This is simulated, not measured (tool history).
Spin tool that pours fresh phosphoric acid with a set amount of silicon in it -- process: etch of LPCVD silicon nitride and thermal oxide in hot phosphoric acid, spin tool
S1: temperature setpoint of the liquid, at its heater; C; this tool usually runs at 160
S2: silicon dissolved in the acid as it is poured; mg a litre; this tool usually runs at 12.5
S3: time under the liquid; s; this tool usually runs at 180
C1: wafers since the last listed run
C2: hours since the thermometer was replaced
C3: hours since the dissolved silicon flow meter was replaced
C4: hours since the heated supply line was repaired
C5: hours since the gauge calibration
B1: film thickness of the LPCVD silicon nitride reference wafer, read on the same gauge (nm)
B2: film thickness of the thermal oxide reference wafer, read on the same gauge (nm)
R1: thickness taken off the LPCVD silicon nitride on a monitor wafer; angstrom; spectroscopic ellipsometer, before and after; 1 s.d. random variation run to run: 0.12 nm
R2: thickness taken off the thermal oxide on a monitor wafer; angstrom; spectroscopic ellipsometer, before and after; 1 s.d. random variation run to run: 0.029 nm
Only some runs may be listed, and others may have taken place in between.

run 1 hour=0 | S1=160 S2=14.5 S3=180 | C1=0 C2=1287.3 C3=1149.5 C4=862 C5=1568.7 | B1=100.01 B2=69.992 | R1=157.3 R2=2.62
run 2 hour=107.6 | S1=160 S2=14.5 S3=180 | C1=445 C2=1394.9 C3=1257.1 C4=969.6 C5=1676.3 | B1=100 B2=69.985 | R1=157.4 R2=2.34
-- hour=147.1 gauge calibrated
run 3 hour=215.4 | S1=160 S2=12.5 S3=240 | C1=445 C2=1502.7 C3=1364.9 C4=1077.4 C5=68.3 | B1=100 B2=70.024 | R1=208 R2=3.46
run 4 hour=279.6 | S1=160 S2=12.5 S3=240 | C1=265 C2=1566.9 C3=1429.1 C4=1141.6 C5=132.5 | B1=99.99 B2=69.991 | R1=208.1 R2=3.86
run 5 hour=330.5 | S1=160 S2=12.5 S3=240 | C1=210 C2=1617.8 C3=1480 C4=1192.5 C5=183.4 | B1=99.98 B2=69.985 | R1=208.2 R2=3.28
run 6 hour=395.5 | S1=160 S2=12.5 S3=180 | C1=268 C2=1682.8 C3=1545 C4=1257.5 C5=248.4 | B1=100.03 B2=69.995 | R1=155.2 R2=2.84
run 7 hour=502.7 | S1=160 S2=12.5 S3=180 | C1=443 C2=1790 C3=1652.2 C4=1364.7 C5=355.6 | B1=100 B2=70.009 | R1=152.6 R2=2.18
run 8 hour=540.5 | S1=160 S2=20 S3=180 | C1=156 C2=1827.8 C3=1690 C4=1402.5 C5=393.4 | B1=100 B2=69.985 | R1=152.7 R2=2.12
run 9 hour=580.4 | S1=160 S2=12.5 S3=180 | C1=165 C2=1867.7 C3=1729.9 C4=1442.4 C5=433.3 | B1=100.02 B2=69.991 | R1=152 R2=2.15
run 10 hour=630.7 | S1=161 S2=9.5 S3=280 | C1=208 C2=1918 C3=1780.2 C4=1492.7 C5=483.6 | B1=100 B2=69.969 | R1=242.8 R2=4.3
run 11 hour=709.5 | S1=157.5 S2=12.5 S3=150 | C1=325 C2=1996.8 C3=1859 C4=1571.5 C5=562.4 | B1=100.02 B2=70.026 | R1=113.3 R2=1.95
run 12 hour=794.7 | S1=159 S2=12.5 S3=265 | C1=352 C2=2082 C3=1944.2 C4=1656.7 C5=647.6 | B1=99.96 B2=70.002 | R1=214.2 R2=2.96
run 13 hour=898.1 | S1=157.5 S2=8.5 S3=280 | C1=427 C2=2185.4 C3=2047.6 C4=1760.1 C5=751 | B1=99.97 B2=70.005 | R1=207.4 R2=3.47
-- hour=912.5 thermometer replaced
-- hour=961.6 heated supply line repaired
run 14 hour=999.1 | S1=160 S2=12.5 S3=180 | C1=409 C2=86.6 C3=2148.6 C4=37.5 C5=852 | B1=99.99 B2=70.003 | R1=172.9 R2=2.95
run 15 hour=1089.7 | S1=158 S2=8 S3=90 | C1=374 C2=177.2 C3=2239.2 C4=128.1 C5=942.6 | B1=100.03 B2=69.969 | R1=79.3 R2=1.31
-- hour=1117.8 dissolved silicon flow meter replaced
run 16 hour=1148.4 | S1=160 S2=12.5 S3=250 | C1=238 C2=235.9 C3=30.6 C4=186.8 C5=1001.3 | B1=99.99 B2=69.975 | R1=235.5 R2=4.44
run 17 hour=1211.8 | S1=159 S2=19 S3=210 | C1=262 C2=299.3 C3=94 C4=250.2 C5=1064.7 | B1=100.01 B2=69.969 | R1=188.9 R2=3.4
run 18 hour=1259.4 | S1=160 S2=15.5 S3=180 | C1=196 C2=346.9 C3=141.6 C4=297.8 C5=1112.3 | B1=100.01 B2=70.006 | R1=169.2 R2=3.15
run 19 hour=1341.1 | S1=161.5 S2=18 S3=120 | C1=337 C2=428.6 C3=223.3 C4=379.5 C5=1194 | B1=99.99 B2=70.025 | R1=117.3 R2=1.9
run 20 hour=1383.8 | S1=160 S2=12.5 S3=180 | C1=176 C2=471.3 C3=266 C4=422.2 C5=1236.7 | B1=99.97 B2=69.985 | R1=167.1 R2=2.9
run 21 hour=1477.4 | S1=161 S2=9.5 S3=280 | C1=387 C2=564.9 C3=359.6 C4=515.8 C5=1330.3 | B1=100.01 B2=69.973 | R1=266.8 R2=4.98
run 22 hour=1526.9 | S1=159 S2=12.5 S3=180 | C1=204 C2=614.4 C3=409.1 C4=565.3 C5=1379.8 | B1=100 B2=70.004 | R1=158.6 R2=2.5
run 23 hour=1592.5 | S1=160 S2=12.5 S3=260 | C1=271 C2=680 C3=474.7 C4=630.9 C5=1445.4 | B1=100.01 B2=69.993 | R1=238.6 R2=4.01

Below are 3 alternative next runs, each starting from the tool's condition after run 23. Predict each:
run A hour=1593 | S1=161.5 S2=12.5 S3=180 | C1=2 C2=680.5 C3=475.2 C4=631.4 C5=1445.9 | B1=? B2=? | R1=? R2=?
run B hour=1593 | S1=158 S2=12.5 S3=260 | C1=2 C2=680.5 C3=475.2 C4=631.4 C5=1445.9 | B1=? B2=? | R1=? R2=?
run C hour=1593 | S1=162.5 S2=12.5 S3=180 | C1=2 C2=680.5 C3=475.2 C4=631.4 C5=1445.9 | B1=? B2=? | R1=? R2=?

run=A B1=99.99 B2=70.005 R1=173 R2=2.86
run=B B1=99.99 B2=70.005 R1=221.9 R2=3.19
run=C B1=99.99 B2=70.005 R1=178.9 R2=3.08
Without the tool's hidden state the same runs would have given:
run=A R1=181.6 R2=3.19
run=B R1=233.1 R2=3.55
run=C R1=187.7 R2=3.43
